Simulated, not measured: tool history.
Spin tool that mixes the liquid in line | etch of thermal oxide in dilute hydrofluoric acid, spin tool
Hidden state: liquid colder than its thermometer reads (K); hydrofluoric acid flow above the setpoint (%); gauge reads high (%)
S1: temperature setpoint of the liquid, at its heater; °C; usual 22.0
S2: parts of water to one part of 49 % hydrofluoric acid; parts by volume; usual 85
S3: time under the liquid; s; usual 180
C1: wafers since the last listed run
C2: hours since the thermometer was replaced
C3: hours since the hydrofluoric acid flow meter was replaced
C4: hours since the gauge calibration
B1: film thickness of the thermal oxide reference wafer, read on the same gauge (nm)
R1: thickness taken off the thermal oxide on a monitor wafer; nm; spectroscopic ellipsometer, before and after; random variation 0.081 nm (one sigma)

Run 1, hour 0.0: usual settings but S2 70 parts by volume; C1 0; C2 460.5; C3 89.5; C4 673.3; B1 40.00. Result: R1 11.30 nm.
Run 2, hour 50.9: usual settings but S2 70 parts by volume; C1 407; C2 511.4; C3 140.4; C4 724.2; B1 39.99. Result: R1 11.17 nm.
Run 3, hour 111.7: usual settings; C1 487; C2 572.2; C3 201.2; C4 785.0; B1 40.00. Result: R1 8.99 nm.
Run 4, hour 200.5: usual settings; C1 711; C2 661.0; C3 290.0; C4 873.8; B1 39.99. Result: R1 9.02 nm.
Run 5, hour 276.4: usual settings; C1 608; C2 736.9; C3 365.9; C4 949.7; B1 39.99. Result: R1 8.97 nm.
Run 6, hour 332.6: usual settings; C1 450; C2 793.1; C3 422.1; C4 1005.9; B1 39.99. Result: R1 8.97 nm.
Run 7, hour 445.2: usual settings but S2 75 parts by volume, S3 105 s; C1 902; C2 905.7; C3 534.7; C4 1118.5; B1 40.00. Result: R1 5.96 nm.
Run 8, hour 509.7: usual settings but S2 75 parts by volume, S3 105 s; C1 516; C2 970.2; C3 599.2; C4 1183.0; B1 40.02. Result: R1 5.96 nm.
Run 9, hour 762.1: usual settings but S2 75 parts by volume; C1 2022; C2 1222.6; C3 851.6; C4 1435.4; B1 39.98. Result: R1 10.06 nm.
Run 10, hour 851.5: usual settings but S2 75 parts by volume; C1 716; C2 1312.0; C3 941.0; C4 1524.8; B1 40.02. Result: R1 10.17 nm.
At hour 882.5: thermometer replaced.
Run 11, hour 932.1: usual settings; C1 637; C2 49.6; C3 1021.6; C4 1605.4; B1 39.99. Result: R1 9.54 nm.
At hour 1002.2: gauge calibrated.
Run 12, hour 1003.6: usual settings; C1 572; C2 121.1; C3 1093.1; C4 1.4; B1 39.99. Result: R1 9.61 nm.
Run 13, hour 1098.4: usual settings; C1 759; C2 215.9; C3 1187.9; C4 96.2; B1 40.00. Result: R1 9.54 nm.
Run 14, hour 1186.4: usual settings but S3 210 s; C1 705; C2 303.9; C3 1275.9; C4 184.2; B1 39.99. Result: R1 11.05 nm.
Run 15, hour 1243.7: usual settings but S3 210 s; C1 459; C2 361.2; C3 1333.2; C4 241.5; B1 39.99. Result: R1 10.99 nm.
Run 16, hour 1350.4: usual settings; C1 854; C2 467.9; C3 1439.9; C4 348.2; B1 39.98. Result: R1 9.40 nm.
Run 17, hour 1454.4: usual settings but S1 17.5 °C, S3 260 s; C1 833; C2 571.9; C3 1543.9; C4 452.2; B1 40.00. Result: R1 10.99 nm.
Run 18, hour 1525.0: usual settings but S1 19.0 °C, S2 95 parts by volume; C1 565; C2 642.5; C3 1614.5; C4 522.8; B1 39.99. Result: R1 7.26 nm.
Run 19, hour 1627.9: usual settings but S1 23.5 °C, S2 65 parts by volume, S3 105 s; C1 824; C2 745.4; C3 1717.4; C4 625.7; B1 40.00. Result: R1 7.79 nm.
Run 20, hour 1682.3: usual settings; C1 435; C2 799.8; C3 1771.8; C4 680.1; B1 39.99. Result: R1 9.29 nm.
Run 21, hour 1750.5: usual settings but S2 120 parts by volume, S3 210 s; C1 546; C2 868.0; C3 1840.0; C4 748.3; B1 39.99. Result: R1 7.39 nm.
Run 22, hour 1790.4: usual settings but S1 20.5 °C, S2 105 parts by volume, S3 220 s; C1 319; C2 907.9; C3 1879.9; C4 788.2; B1 39.98. Result: R1 8.47 nm.
Run 23, hour 1870.7: usual settings but S2 120 parts by volume, S3 125 s; C1 643; C2 988.2; C3 1960.2; C4 868.5; B1 39.99. Result: R1 4.41 nm.
At hour 1933.5: hydrofluoric acid flow meter replaced.
Run 24, hour 1975.9: usual settings but S1 20.0 °C, S2 100 parts by volume; C1 834; C2 1093.4; C3 42.4; C4 973.7; B1 39.98. Result: R1 6.67 nm.
Run 25, hour 2032.6: usual settings but S1 19.0 °C, S2 95 parts by volume; C1 454; C2 1150.1; C3 99.1; C4 1030.4; B1 40.00. Result: R1 6.70 nm.
Run 26, hour 2093.4: usual settings but S2 50 parts by volume, S3 95 s; C1 487; C2 1210.9; C3 159.9; C4 1091.2; B1 40.00. Result: R1 8.02 nm.
Run 27, hour 2170.5: usual settings; C1 617; C2 1288.0; C3 237.0; C4 1168.3; B1 40.01. Result: R1 8.59 nm.
At hour 2189.2: thermometer replaced.
Run 28, hour 2207.7: usual settings but S2 110 parts by volume, S3 280 s; C1 290; C2 18.5; C3 274.2; C4 1205.5; B1 40.00. Result: R1 11.12 nm.
Run 29, hour 2254.3: usual settings but S3 250 s; C1 373; C2 65.1; C3 320.8; C4 1252.1; B1 40.00. Result: R1 12.97 nm.
Run 30, hour 2331.7: usual settings; C1 620; C2 142.5; C3 398.2; C4 1329.5; B1 40.01. Result: R1 9.26 nm.
Run 31, hour 2434.4: usual settings but S1 18.0 °C, S2 120 parts by volume; C1 822; C2 245.2; C3 500.9; C4 1432.2; B1 40.00. Result: R1 5.44 nm.
Run 32, hour 2519.0: usual settings but S2 45 parts by volume, S3 75 s; C1 677; C2 329.8; C3 585.5; C4 1516.8; B1 40.00. Result: R1 7.70 nm.

Forecast each of these 5 alternatives for the next run:
Run A, hour 2519.5: usual settings; C1 4; C2 330.3; C3 586.0; C4 1517.3; B1 ?. Result: R1 ?.
Run B, hour 2519.5: usual settings but S1 24.0 °C, S2 70 parts by volume; C1 4; C2 330.3; C3 586.0; C4 1517.3; B1 ?. Result: R1 ?.
Run C, hour 2519.5: usual settings but S1 17.5 °C; C1 4; C2 330.3; C3 586.0; C4 1517.3; B1 ?. Result: R1 ?.
Run D, hour 2519.5: usual settings but S3 150 s; C1 4; C2 330.3; C3 586.0; C4 1517.3; B1 ?. Result: R1 ?.
Run E, hour 2519.5: usual settings but S1 17.5 °C, S2 55 parts by volume, S3 90 s; C1 4; C2 330.3; C3 586.0; C4 1517.3; B1 ?. Result: R1 ?.

run     B1     R1
  A  40.02   9.37
  B  40.02  12.57
  C  40.02   7.76
  D  40.02   7.81
  E  40.02   6.19
Without the tool's hidden state the same runs would have given:
run     R1
  A   9.31
  B  12.49
  C   7.72
  D   7.75
  E   6.16
